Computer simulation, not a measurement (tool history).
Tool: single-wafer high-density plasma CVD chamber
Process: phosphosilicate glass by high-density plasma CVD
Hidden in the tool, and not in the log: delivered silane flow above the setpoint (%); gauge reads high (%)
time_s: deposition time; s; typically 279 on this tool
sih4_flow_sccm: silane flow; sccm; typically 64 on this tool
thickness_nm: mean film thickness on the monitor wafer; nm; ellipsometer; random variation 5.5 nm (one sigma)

run     day  time_s  sih4_flow_sccm  wafers since the last listed run  hours since the silane flow controller was replaced  hours since the gauge calibration  read-back reference wafer on the same gauge, thickness_nm  thickness_nm
  1   0.000     279              64                                 0                                               3717.8                              275.0                                                   1987.864      2034.773
  2   0.517     279              64                               112                                               3730.2                              287.4                                                   1988.577      2034.932
  3   1.196     279              64                               147                                               3746.5                              303.7                                                   1988.783      2029.044
  4   1.938     279              64                               160                                               3764.3                              321.5                                                   1990.564      2043.373
  5   2.412     279              64                               103                                               3775.7                              332.9                                                   1989.487      2031.498
  6   2.908     306              64                               107                                               3787.6                              344.8                                                   1991.466      2219.070
  7   3.392     306              64                               104                                               3799.2                              356.4                                                   1986.616      2232.419
  8   4.017     306              64                               135                                               3814.2                              371.4                                                   1989.378      2227.752
  9   4.342     279              64                                70                                               3822.0                              379.2                                                   1991.477      2029.235
 10   5.008     279              61                               144                                               3838.0                              395.2                                                   1989.610      1922.556
 11   5.429     314              64                                91                                               3848.1                              405.3                                                   1990.605      2282.937
 12   5.983     314              64                               120                                               3861.4                              418.6                                                   1990.436      2281.530
 13   6.554     279              64                               123                                               3875.1                              432.3                                                   1989.462      2032.949
 14   7.075     279              64                               113                                               3887.6                              444.8                                                   1990.994      2037.903
 15   7.683     279              64                               132                                               3902.2                              459.4                                                   1989.398      2033.468
 16   8.346     279              64                               143                                               3918.1                              475.3                                                   1990.217      2027.794
 17   8.946     279              64                               130                                               3932.5                              489.7                                                   1988.615      2033.568
 18  10.592     279              64                               357                                               3972.0                              529.2                                                   1989.532      2032.016
 19  11.296     279              64                               152                                               3988.9                              546.1                                                   1989.482      2032.799
 20  11.717     279              64                                91                                               3999.0                              556.2                                                   1989.334      2031.155
 21  12.000     319              64                                61                                               4005.8                              563.0                                                   1989.867      2319.858
 22  12.296     279              57                                64                                               4012.9                              570.1                                                   1990.672      1809.573
 23  12.675     279              57                                82                                               4022.0                              579.2                                                   1988.553      1811.157
 24  13.217     245              71                               117                                               4035.0                              592.2                                                   1988.404      1982.260
 25  13.629     254              53                                89                                               4044.9                              602.1                                                   1991.868      1534.982
 26  14.333     279              64                               152                                               4061.8                              619.0                                                   1991.127      2025.532
 27  14.692     249              60                                77                                               4070.4                              627.6                                                   1992.021      1702.661
     14.696  -- gauge calibrated
 28  15.083     227              64                                85                                               4079.8                                9.3                                                   1988.601      1651.669
 29  15.538     279              64                                98                                               4090.7                               20.2                                                   1988.801      2031.571
 30  15.988     306              64                                97                                               4101.5                               31.0                                                   1990.198      2228.054
 31  16.258     328              72                                58                                               4108.0                               37.5                                                   1989.079      2686.732
 32  16.683     230              64                                92                                               4118.2                               47.7                                                   1991.652      1666.764
 33  17.408     310              73                               157                                               4135.6                               65.1                                                   1990.604      2560.784
 34  18.646     307              64                               268                                               4165.3                               94.8                                                   1992.063      2228.074
 35  19.133     331              77                               105                                               4177.0                              106.5                                                   1990.241      2895.763
 36  19.521     298              70                                84                                               4186.3                              115.8                                                   1988.369      2362.022
 37  19.942     230              58                                91                                               4196.4                              125.9                                                   1989.527      1525.284
     20.342  -- silane flow controller replaced
 38  20.479     251              76                                44                                                  3.3                              138.8                                                   1988.859      2169.839
 39  21.162     279              64                               148                                                 19.7                              155.2                                                   1990.313      2044.208
 40  21.767     317              53                               131                                                 34.2                              169.7                                                   1987.967      1904.572
 41  23.567     235              73                               390                                                 77.4                              212.9                                                   1989.772      1946.034
 42  23.992     279              64                                92                                                 87.6                              223.1                                                   1992.061      2029.649
 43  24.517     326              57                               113                                                100.2                              235.7                                                   1989.580      2108.785
 44  24.829     279              64                                67                                                107.7                              243.2                                                   1989.292      2035.279
 45  25.429     236              64                               130                                                122.1                              257.6                                                   1989.413      1719.272
 46  25.704     279              53                                59                                                128.7                              264.2                                                   1990.258      1678.110
 47  26.400     232              67                               151                                                145.4                              280.9                                                   1989.145      1764.327

Give the tool's hidden conditions for every run:
delivered silane flow above the setpoint (%): 0 at every run
gauge reads high (%): 0 at every run

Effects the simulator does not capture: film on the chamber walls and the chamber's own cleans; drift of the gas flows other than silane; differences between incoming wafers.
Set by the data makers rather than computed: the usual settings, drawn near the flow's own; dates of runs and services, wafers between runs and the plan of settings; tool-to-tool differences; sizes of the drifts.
